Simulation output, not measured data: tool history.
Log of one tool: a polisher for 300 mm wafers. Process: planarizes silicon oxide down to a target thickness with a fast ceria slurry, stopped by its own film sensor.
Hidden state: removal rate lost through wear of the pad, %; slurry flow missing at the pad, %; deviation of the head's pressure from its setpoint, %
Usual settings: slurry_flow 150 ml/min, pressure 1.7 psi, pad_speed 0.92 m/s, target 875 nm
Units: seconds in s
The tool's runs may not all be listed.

run	hour	slurry_flow	pressure	pad_speed	target	wafers since the last listed run	wafers polished on this pad	hours since the slurry nozzle was cleaned	hours since the head pressure was calibrated	incoming thickness of the incoming film, nm	seconds
1	0	150	1.7	0.92	875	0	2089	518.1	60.5	1645	108.3
# hour 46.2: worn pad replaced by a new one
2	80.1	150	1.7	0.92	875	626	278	598.2	140.6	1633.2	103.2
3	139.4	150	1.5	0.92	875	488	767	657.5	199.9	1676.4	122.9
4	184.1	150	1.5	0.92	875	368	1135	702.2	244.6	1645.8	122.3
# hour 234.9: slurry nozzle cleaned
5	249.5	150	1.7	0.92	875	530	1665	14.6	310	1673.4	114.2
6	302.7	150	1.7	0.92	875	438	2103	67.8	363.2	1657.3	116.8
# hour 343.3: worn pad replaced by a new one
7	379.2	150	1.7	0.92	1042	597	295	144.3	439.7	1659.7	82.9
8	431.5	150	1.7	0.92	875	430	726	196.6	492	1643.2	103.1
9	528.2	150	1.7	0.92	875	796	1522	293.3	588.7	1664.2	109.4
10	576.8	150	1.7	0.92	875	400	1922	341.9	637.3	1637.9	108.7
# hour 681.4: worn pad replaced by a new one
11	700.7	150	1.5	0.92	875	987	158	465.8	761.2	1637.9	121.6
# hour 788.9: head pressure recalibrated
12	791.5	150	1.7	0.92	875	731	890	556.6	2.6	1649	110.4
13	850.3	150	1.2	1.02	690	484	1374	615.4	61.4	1635.6	176.2
# hour 1057.5: worn pad replaced by a new one, of another model than before
# hour 1127.1: slurry nozzle cleaned
14	1143.9	135	1.4	1.12	946	2376	703	16.8	355	1630.9	99.2
15	1230.6	185	1.3	0.8	755	713	1417	103.5	441.7	1645.7	151.8
16	1301	150	1.7	1.08	1145	579	1996	173.9	512.1	1657.5	68.2
17	1393.5	195	1.7	0.92	875	761	2758	266.4	604.6	1659.2	117.3
# hour 1414.3: worn pad replaced by a new one
18	1436.8	200	2	0.92	875	323	185	309.7	647.9	1670.1	97.9
19	1503.1	150	1.5	0.92	875	545	731	376	714.2	1648.8	113
20	1663.8	150	2	0.92	875	1323	2054	536.7	874.9	1640.5	101.9
21	1740	150	2.2	0.82	875	627	2682	612.9	951.1	1636.6	102.5

What the log doesn't show, run by run:
slurry flow missing at the pad, %: 0 in every run
deviation of the head's pressure from its setpoint, %: 0 in every run
H1: removal rate lost through wear of the pad, %
run	H1
1	6.69
2	2.32
3	3.06
4	4.08
5	6.3
6	8.72
7	0.417
8	1.06
9	3.68
10	5.69
11	1.94
12	3.1
13	4.73
14	2.65
15	4.88
16	7.78
17	13.1
18	0.737
19	1.47
20	6.86
21	11.2

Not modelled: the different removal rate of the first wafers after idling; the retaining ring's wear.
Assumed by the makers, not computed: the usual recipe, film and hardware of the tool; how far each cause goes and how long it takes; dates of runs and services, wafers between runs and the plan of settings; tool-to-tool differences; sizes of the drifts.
